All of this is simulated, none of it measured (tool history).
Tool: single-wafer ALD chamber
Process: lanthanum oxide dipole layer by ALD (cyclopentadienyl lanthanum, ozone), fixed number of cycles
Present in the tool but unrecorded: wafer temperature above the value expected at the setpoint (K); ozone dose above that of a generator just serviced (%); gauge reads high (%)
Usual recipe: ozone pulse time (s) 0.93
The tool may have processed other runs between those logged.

run    hour  ozone pulse time (s)  wafers since the last listed run  hours since the last thermocouple change  hours since the last ozone generator service  hours since the showerhead was replaced  hours since the gauge calibration  read-back reference wafer on the same gauge, thickness_nm  mean film thickness on the monitor wafer (angstrom)
  1       0                   0.8                                 0                                     556.2                                           381                                   5405.6                               1648                                                      0.506                                                 4.43
  2    96.4                  0.93                              1417                                     652.6                                         477.4                                     5502                             1744.4                                                      0.506                                                  4.8
  3   152.3                  0.93                               821                                     708.5                                         533.3                                   5557.9                             1800.3                                                      0.506                                                 4.75
  4     217                  0.66                               951                                     773.2                                           598                                   5622.6                               1865                                                      0.505                                                 3.94
  5     260                  0.66                               632                                     816.2                                           641                                   5665.6                               1908                                                      0.506                                                 3.94
  6   303.5                  0.66                               639                                     859.7                                         684.5                                   5709.1                             1951.5                                                      0.505                                                 3.95
  7   374.8                  0.93                              1048                                       931                                         755.8                                   5780.4                             2022.8                                                      0.506                                                 4.72
  8   454.9                  1.17                              1177                                    1011.1                                         835.9                                   5860.5                             2102.9                                                      0.506                                                 5.11
  9   502.2                  1.17                               695                                    1058.4                                         883.2                                   5907.8                             2150.2                                                      0.505                                                  5.1
 10     546                  1.17                               643                                    1102.2                                           927                                   5951.6                               2194                                                      0.506                                                 5.15
 11   644.6                  0.93                              1449                                    1200.8                                        1025.6                                   6050.2                             2292.6                                                      0.506                                                 4.71
 12   707.6                  0.68                               926                                    1263.8                                        1088.6                                   6113.2                             2355.6                                                      0.506                                                 3.96
 13   800.5                  0.68                              1365                                    1356.7                                        1181.5                                   6206.1                             2448.5                                                      0.506                                                 3.97
 14   844.8                  0.93                               651                                      1401                                        1225.8                                   6250.4                             2492.8                                                      0.506                                                 4.68
 15   899.2                  0.81                               799                                    1455.4                                        1280.2                                   6304.8                             2547.2                                                      0.506                                                 4.37
 16  1006.6                  0.62                              1578                                    1562.8                                        1387.6                                   6412.2                             2654.6                                                      0.506                                                 3.69
 17    1102                  0.93                              1402                                    1658.2                                          1483                                   6507.6                               2750                                                      0.506                                                 4.66
 18  1168.4                  0.57                               976                                    1724.6                                        1549.4                                     6574                             2816.4                                                      0.506                                                 3.44
 19  1226.4                  0.74                               852                                    1782.6                                        1607.4                                     6632                             2874.4                                                      0.506                                                 4.14
       1242  -- showerhead replaced
 20  1327.4                  0.93                              1367                                    1883.6                                        1708.4                                     85.4                             2975.4                                                      0.505                                                 4.65
 21  1415.6                  0.82                              1296                                    1971.8                                        1796.6                                    173.6                             3063.6                                                      0.506                                                 4.32
       1467  -- ozone generator serviced
 22  1579.9                  1.05                              2297                                    2136.1                                         112.9                                    337.9                             3227.9                                                      0.506                                                 5.04
 23  1677.5                  0.93                              1434                                    2233.7                                         210.5                                    435.5                             3325.5                                                      0.507                                                 4.76
     1705.7  -- gauge calibrated
 24    1732                  0.93                               801                                    2288.2                                           265                                      490                               26.3                                                      0.506                                                 4.79
 25  1794.5                  0.57                               918                                    2350.7                                         327.5                                    552.5                               88.8                                                      0.506                                                 3.54
 26    2083                  1.14                              4240                                    2639.2                                           616                                      841                              377.3                                                      0.506                                                 5.13
     2097.9  -- thermocouple changed; heater temperature recalibrated
 27  2377.6                  1.16                              4213                                     279.7                                         910.6                                   1135.6                              671.9                                                      0.506                                                 5.15
 28  2475.3                  1.28                              1436                                     377.4                                        1008.3                                   1233.3                              769.6                                                      0.507                                                 5.25
 29  2575.6                  1.21                              1474                                     477.7                                        1108.6                                   1333.6                              869.9                                                      0.506                                                 5.13
 30  2634.4                  1.13                               864                                     536.5                                        1167.4                                   1392.4                              928.7                                                      0.506                                                 5.07
 31    2707                  0.56                              1067                                     609.1                                          1240                                     1465                             1001.3                                                      0.506                                                 3.44
 32  2774.5                  0.76                               992                                     676.6                                        1307.5                                   1532.5                             1068.8                                                      0.506                                                 4.26
 33    2853                  0.64                              1153                                     755.1                                          1386                                     1611                             1147.3                                                      0.506                                                 3.79

Subtracting, for every run, the result it would have given without the tool's unlogged condition from the measured result gives the following. The same run-to-run variation enters both numbers; the gauge's scatter may not:
run  mean film thickness on the monitor wafer (angstrom)
  1                                                -0.04
  2                                                -0.03
  3                                                -0.03
  4                                                -0.04
  5                                                -0.05
  6                                                -0.06
  7                                                -0.05
  8                                                -0.04
  9                                                -0.04
 10                                                -0.05
 11                                                -0.07
 12                                                -0.09
 13                                                 -0.1
 14                                                -0.09
 15                                                 -0.1
 16                                                -0.14
 17                                                -0.12
 18                                                -0.16
 19                                                -0.17
 20                                                -0.16
 21                                                -0.19
 22                                                -0.02
 23                                                -0.01
 24                                                -0.02
 25                                                -0.03
 26                                                -0.02
 27                                                -0.04
 28                                                -0.03
 29                                                -0.05
 30                                                -0.06
 31                                                 -0.1
 32                                                 -0.1
 33                                                -0.13
